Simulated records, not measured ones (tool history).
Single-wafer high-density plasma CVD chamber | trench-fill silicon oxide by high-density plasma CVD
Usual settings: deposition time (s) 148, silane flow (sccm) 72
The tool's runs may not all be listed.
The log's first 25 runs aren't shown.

run	hour	deposition time (s)	silane flow (sccm)	wafers since the last listed run	hours since the silane flow controller was replaced	hours since the gauge calibration	read-back reference wafer on the same gauge, thickness_nm	mean film thickness on the monitor wafer (nm)
26	724.2	139	61	121	406	390	970.134	838.447
27	750	129	59	189	431.8	415.8	969.852	752.509
28	780.4	174	72	223	462.2	446.2	969.959	1202.191
29	800.9	164	68	150	482.7	466.7	970.448	1079.162
30	818.2	148	58	126	500	484	969.576	849.323
31	843.4	136	60	184	525.2	509.2	970.417	805.255
32	875.1	148	59	232	556.9	540.9	970.268	859.504
33	894.2	148	72	140	576	560	969.542	1024.922
34	918	124	72	174	599.8	583.8	969.48	855.273
35	931.1	136	60	96	612.9	596.9	970.82	806.087
36	960	148	77	212	641.8	625.8	970.132	1083.781

Forecast each of these 4 alternatives for the next run:
A	960.4	148	82	2	642.2	626.2	?	?
B	960.4	128	80	2	642.2	626.2	?	?
C	960.4	148	67	2	642.2	626.2	?	?
D	960.4	148	61	2	642.2	626.2	?	?

run	read-back reference wafer on the same gauge, thickness_nm	mean film thickness on the monitor wafer (nm)
A	969.927	1149.245
B	969.927	972.814
C	969.927	966.028
D	969.927	892.742
Without the tool's hidden state the same runs would have given:
run	mean film thickness on the monitor wafer (nm)
A	1149.964
B	973.423
C	966.633
D	893.3

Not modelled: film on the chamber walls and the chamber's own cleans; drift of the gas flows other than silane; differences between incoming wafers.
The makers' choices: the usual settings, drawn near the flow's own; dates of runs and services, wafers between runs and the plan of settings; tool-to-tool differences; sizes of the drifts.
